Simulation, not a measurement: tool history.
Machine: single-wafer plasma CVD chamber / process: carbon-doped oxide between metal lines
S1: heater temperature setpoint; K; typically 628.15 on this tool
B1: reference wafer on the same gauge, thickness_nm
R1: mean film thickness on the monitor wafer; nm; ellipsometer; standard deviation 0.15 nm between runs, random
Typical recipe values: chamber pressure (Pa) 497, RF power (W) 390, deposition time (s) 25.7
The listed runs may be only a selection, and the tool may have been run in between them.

{"run": 1, "hour": 0.0, "S1": 628.15, "chamber pressure (Pa)": 497, "RF power (W)": 390, "deposition time (s)": 25.7, "B1": 81.216, "R1": 94.797}
{"run": 2, "hour": 27.6, "S1": 628.15, "chamber pressure (Pa)": 497, "RF power (W)": 390, "deposition time (s)": 25.7, "B1": 81.238, "R1": 95.197}
{"run": 3, "hour": 63.4, "S1": 628.15, "chamber pressure (Pa)": 497, "RF power (W)": 390, "deposition time (s)": 23.8, "B1": 81.247, "R1": 88.1}
{"run": 4, "hour": 133.8, "S1": 628.15, "chamber pressure (Pa)": 497, "RF power (W)": 390, "deposition time (s)": 25.7, "B1": 81.211, "R1": 95.073}
{"run": 5, "hour": 202.6, "S1": 628.15, "chamber pressure (Pa)": 497, "RF power (W)": 390, "deposition time (s)": 25.7, "B1": 81.194, "R1": 94.952}
{"run": 6, "hour": 270.4, "S1": 628.15, "chamber pressure (Pa)": 497, "RF power (W)": 330, "deposition time (s)": 25.7, "B1": 81.239, "R1": 84.728}
{"run": 7, "hour": 338.7, "S1": 628.15, "chamber pressure (Pa)": 497, "RF power (W)": 330, "deposition time (s)": 25.7, "B1": 81.165, "R1": 84.746}
{"hour": 359.5, "done": "RF generator calibrated"}
{"run": 8, "hour": 399.9, "S1": 633.15, "chamber pressure (Pa)": 413, "RF power (W)": 440, "deposition time (s)": 25.7, "B1": 81.184, "R1": 102.562}
{"hour": 419.7, "done": "capacitance manometer re-zeroed and calibrated"}
{"hour": 423.3, "done": "thermocouple changed; heater temperature recalibrated"}
{"run": 9, "hour": 466.8, "S1": 617.15, "chamber pressure (Pa)": 437, "RF power (W)": 425, "deposition time (s)": 21.4, "B1": 81.16, "R1": 87.259}
{"hour": 517.6, "done": "gauge calibrated"}
{"run": 10, "hour": 520.2, "S1": 620.15, "chamber pressure (Pa)": 497, "RF power (W)": 390, "deposition time (s)": 25.7, "B1": 81.173, "R1": 99.162}
{"hour": 544.2, "done": "showerhead replaced"}
{"run": 11, "hour": 549.5, "S1": 628.15, "chamber pressure (Pa)": 497, "RF power (W)": 390, "deposition time (s)": 25.7, "B1": 81.175, "R1": 97.3}
{"run": 12, "hour": 609.6, "S1": 628.15, "chamber pressure (Pa)": 497, "RF power (W)": 390, "deposition time (s)": 25.7, "B1": 81.199, "R1": 96.811}
{"run": 13, "hour": 662.5, "S1": 619.15, "chamber pressure (Pa)": 583, "RF power (W)": 320, "deposition time (s)": 27.0, "B1": 81.191, "R1": 93.314}
{"run": 14, "hour": 693.8, "S1": 628.15, "chamber pressure (Pa)": 497, "RF power (W)": 390, "deposition time (s)": 25.7, "B1": 81.192, "R1": 96.744}
{"run": 15, "hour": 727.2, "S1": 628.15, "chamber pressure (Pa)": 529, "RF power (W)": 390, "deposition time (s)": 25.7, "B1": 81.215, "R1": 97.366}

Below are 5 alternative next runs, each starting from the tool's condition after run 15. Predict each:
{"run": "A", "hour": 727.6, "S1": 628.15, "chamber pressure (Pa)": 388, "RF power (W)": 390, "deposition time (s)": 25.7, "B1": "?", "R1": "?"}
{"run": "B", "hour": 727.6, "S1": 628.15, "chamber pressure (Pa)": 620, "RF power (W)": 430, "deposition time (s)": 25.7, "B1": "?", "R1": "?"}
{"run": "C", "hour": 727.6, "S1": 628.15, "chamber pressure (Pa)": 436, "RF power (W)": 390, "deposition time (s)": 21.7, "B1": "?", "R1": "?"}
{"run": "D", "hour": 727.6, "S1": 633.15, "chamber pressure (Pa)": 448, "RF power (W)": 390, "deposition time (s)": 25.7, "B1": "?", "R1": "?"}
{"run": "E", "hour": 727.6, "S1": 634.15, "chamber pressure (Pa)": 387, "RF power (W)": 340, "deposition time (s)": 30.3, "B1": "?", "R1": "?"}

run=A B1=81.221 R1=94.069
run=B B1=81.221 R1=106.620
run=C B1=81.221 R1=80.417
run=D B1=81.221 R1=94.201
run=E B1=81.221 R1=99.351
Without the tool's unlogged condition, the same runs would have read:
run=A R1=95.567
run=B R1=108.295
run=C R1=81.698
run=D R1=95.701
run=E R1=100.975
